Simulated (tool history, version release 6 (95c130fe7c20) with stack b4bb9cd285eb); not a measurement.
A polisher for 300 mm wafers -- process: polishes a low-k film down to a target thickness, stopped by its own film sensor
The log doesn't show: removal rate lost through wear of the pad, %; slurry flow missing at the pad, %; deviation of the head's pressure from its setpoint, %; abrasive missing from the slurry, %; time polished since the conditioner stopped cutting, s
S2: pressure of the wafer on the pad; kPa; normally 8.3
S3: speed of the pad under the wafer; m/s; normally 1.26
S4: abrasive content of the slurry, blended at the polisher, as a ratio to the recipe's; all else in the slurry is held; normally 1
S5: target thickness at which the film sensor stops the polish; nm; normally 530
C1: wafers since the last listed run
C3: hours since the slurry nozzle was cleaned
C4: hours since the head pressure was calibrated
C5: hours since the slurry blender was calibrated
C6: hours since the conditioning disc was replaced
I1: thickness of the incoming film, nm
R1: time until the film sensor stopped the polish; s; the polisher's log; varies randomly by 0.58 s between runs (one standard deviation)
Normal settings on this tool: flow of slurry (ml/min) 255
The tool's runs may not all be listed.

Run 1, hour 0: usual settings; C1 0; wafers polished on this pad 2239; C3 522.9; C4 431.1; C5 277.1; C6 42.6; I1 556.6. Result: R1 80.3 s.
Run 2, hour 44.5: usual settings but S5 528 nm; C1 475; wafers polished on this pad 2715; C3 567.4; C4 475.6; C5 321.6; C6 87.1; I1 546.1. Result: R1 54.7 s.
At hour 50.4: worn pad replaced by a new one.
Run 3, hour 99.3: usual settings but S4 1.25, S5 535 nm; C1 543; wafers polished on this pad 522; C3 622.2; C4 530.4; C5 376.4; C6 141.9; I1 538.6. Result: R1 10 s.
Run 4, hour 160.8: usual settings but S4 1.25, S5 535 nm; C1 657; wafers polished on this pad 1179; C3 683.7; C4 591.9; C5 437.9; C6 203.4; I1 544.5. Result: R1 26.7 s.
At hour 163.2: slurry blender recalibrated.
Run 5, hour 195.8: usual settings but S4 1.25, S5 535 nm; C1 352; wafers polished on this pad 1532; C3 718.7; C4 626.9; C5 32.6; C6 238.4; I1 547. Result: R1 33.5 s.
Run 6, hour 253.6: usual settings; C1 617; wafers polished on this pad 2150; C3 776.5; C4 684.7; C5 90.4; C6 296.2; I1 561.1. Result: R1 93.9 s.
Run 7, hour 289.3: usual settings; C1 381; wafers polished on this pad 2532; C3 812.2; C4 720.4; C5 126.1; C6 331.9; I1 541.8. Result: R1 36.2 s.
At hour 296.1: slurry nozzle cleaned.
At hour 310.4: worn pad replaced by a new one.
Run 8, hour 355.5: usual settings; C1 654; wafers polished on this pad 482; C3 59.4; C4 786.6; C5 192.3; C6 398.1; I1 553.2. Result: R1 74.2 s.
At hour 377.3: conditioning disc replaced and pad reconditioned.
Run 9, hour 386.1: usual settings; C1 305; wafers polished on this pad 788; C3 90; C4 817.2; C5 222.9; C6 8.8; I1 551. Result: R1 67.5 s.
Run 10, hour 426.8: usual settings but S2 9.7 kPa; C1 435; wafers polished on this pad 1223; C3 130.7; C4 857.9; C5 263.6; C6 49.5; I1 555.3. Result: R1 70.8 s.
Run 11, hour 479.5: usual settings but S5 524 nm; C1 563; wafers polished on this pad 1786; C3 183.4; C4 910.6; C5 316.3; C6 102.2; I1 548.2. Result: R1 78.5 s.
At hour 484.8: head pressure recalibrated.
Run 12, hour 533.1: usual settings; C1 551; wafers polished on this pad 2338; C3 237; C4 48.3; C5 369.9; C6 155.8; I1 547.6. Result: R1 57.7 s.
At hour 548.9: slurry blender recalibrated.
At hour 568.3: slurry nozzle cleaned, repeated, since the last time left the tool worse.
Run 13, hour 579.5: usual settings but flow of slurry (ml/min) 325, S3 1.64 m/s, S4 0.8; C1 463; wafers polished on this pad 2802; C3 11.2; C4 94.7; C5 30.6; C6 202.2; I1 542.8. Result: R1 35.2 s.
At hour 592.3: worn pad replaced by a new one.
Run 14, hour 618.1: usual settings; C1 369; wafers polished on this pad 275; C3 49.8; C4 133.3; C5 69.2; C6 240.8; I1 555.8. Result: R1 76.2 s.
Run 15, hour 642.2: usual settings but S2 11 kPa; C1 257; wafers polished on this pad 533; C3 73.9; C4 157.4; C5 93.3; C6 264.9; I1 551.4. Result: R1 49.1 s.
Run 16, hour 706.7: usual settings but S3 1.06 m/s, S5 535 nm; C1 689; wafers polished on this pad 1222; C3 138.4; C4 221.9; C5 157.8; C6 329.4; I1 539.1. Result: R1 13.3 s.
At hour 754.6: conditioning disc replaced and pad reconditioned.
Run 17, hour 794.8: usual settings but S3 1.58 m/s, S4 0.9; C1 920; wafers polished on this pad 2143; C3 226.5; C4 310; C5 245.9; C6 40.2; I1 548. Result: R1 49.1 s.
Run 18, hour 859.9: usual settings; C1 695; wafers polished on this pad 2839; C3 291.6; C4 375.1; C5 311; C6 105.3; I1 548.8. Result: R1 56.8 s.

Run 19 comes next. What will it give?
At hour 884.2: worn pad replaced by a new one.
At hour 918.3: slurry blender recalibrated.
Run 19, hour 925.4: usual settings but S4 0.75; C1 636; wafers polished on this pad 418; C3 357.1; C4 440.6; C5 7.1; C6 170.8; I1 546.1. Result: R1 ?.

R1: 55.2 s
Take away the tool's hidden state, keep the run-to-run variation as it was, and the same run would have given R1 53.9 s.
